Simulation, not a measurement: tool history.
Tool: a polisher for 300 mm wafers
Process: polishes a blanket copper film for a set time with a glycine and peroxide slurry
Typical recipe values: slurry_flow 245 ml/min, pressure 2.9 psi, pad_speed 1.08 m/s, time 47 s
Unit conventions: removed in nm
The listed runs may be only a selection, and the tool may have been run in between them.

run	hour	slurry_flow	pressure	pad_speed	time	wafers since the last listed run	wafers polished on this pad	hours since the slurry nozzle was cleaned	hours since the head pressure was calibrated	incoming thickness of the incoming film, nm	removed
1	0.0	245	2.9	1.08	47	0	1924	450.5	378.2	2354.4	253.7
2	39.5	245	2.9	1.08	47	381	2305	490.0	417.7	2317.2	251.4
# hour 120.8: worn pad replaced by a new one
# hour 128.5: slurry nozzle cleaned
3	147.1	245	2.9	1.08	47	990	243	18.6	525.3	2342.8	268.3
4	200.1	245	2.9	1.08	47	511	755	71.6	578.3	2361.5	265.1
5	268.7	245	2.9	1.08	47	662	1417	140.2	646.9	2337.1	258.2
6	343.8	245	2.9	1.08	47	724	2142	215.3	722.0	2300.7	253.7
7	390.8	245	2.9	1.08	47	453	2595	262.3	769.0	2305.4	248.3
# hour 396.5: worn pad replaced by a new one
# hour 458.9: head pressure recalibrated
8	462.5	245	2.9	1.08	47	634	617	334.0	3.6	2315.6	264.5
9	539.9	245	2.9	1.34	47	746	1364	411.4	81.0	2352.8	294.1
# hour 594.3: slurry nozzle cleaned
10	626.5	245	2.9	1.08	47	826	2190	32.2	167.6	2333.5	253.1
# hour 660.3: worn pad replaced by a new one
11	697.1	245	2.9	1.08	47	642	355	102.8	238.2	2363.1	262.7
12	744.1	245	2.9	1.08	47	453	809	149.8	285.2	2321.3	267.0
13	799.3	275	3.7	1.08	47	532	1341	205.0	340.4	2320.1	314.6
14	871.3	305	2.9	1.08	47	694	2036	277.0	412.4	2365.2	259.8
# hour 926.1: worn pad replaced by a new one
15	936.4	245	2.9	1.08	47	589	99	342.1	477.5	2355.0	265.6
16	985.8	245	2.9	1.08	39	476	576	391.5	526.9	2351.6	222.5
# hour 1053.1: slurry nozzle cleaned
17	1059.8	245	2.9	1.08	47	704	1280	6.7	600.9	2304.7	258.1
18	1129.5	205	2.9	0.92	47	672	1953	76.4	670.6	2361.8	231.8
19	1225.5	170	2.9	1.08	40	926	2879	172.4	766.6	2311.9	199.0
# hour 1236.5: worn pad replaced by a new one
20	1282.7	245	2.9	1.08	47	513	445	229.6	823.8	2343.3	265.3
21	1381.2	205	3.6	1.08	59	950	1396	328.1	922.3	2307.2	374.3
# hour 1438.6: head pressure recalibrated
22	1448.7	180	3.3	0.88	62	632	2028	395.6	10.1	2344.3	320.7

The logged runs with the hidden state left out (each run's random variation unchanged):
The tool's hidden condition here consists of: removal rate lost through wear of the pad, %; slurry flow missing at the pad, %; deviation of the head's pressure from its setpoint, %.
run	removed
1	266.6
2	268.8
3	270.5
4	268.6
5	265.6
6	268.1
7	268.6
8	266.2
9	300.6
10	267.0
11	263.7
12	269.4
13	321.3
14	271.9
15	267.0
16	224.3
17	263.8
18	242.4
19	218.4
20	266.9
21	383.4
22	336.3
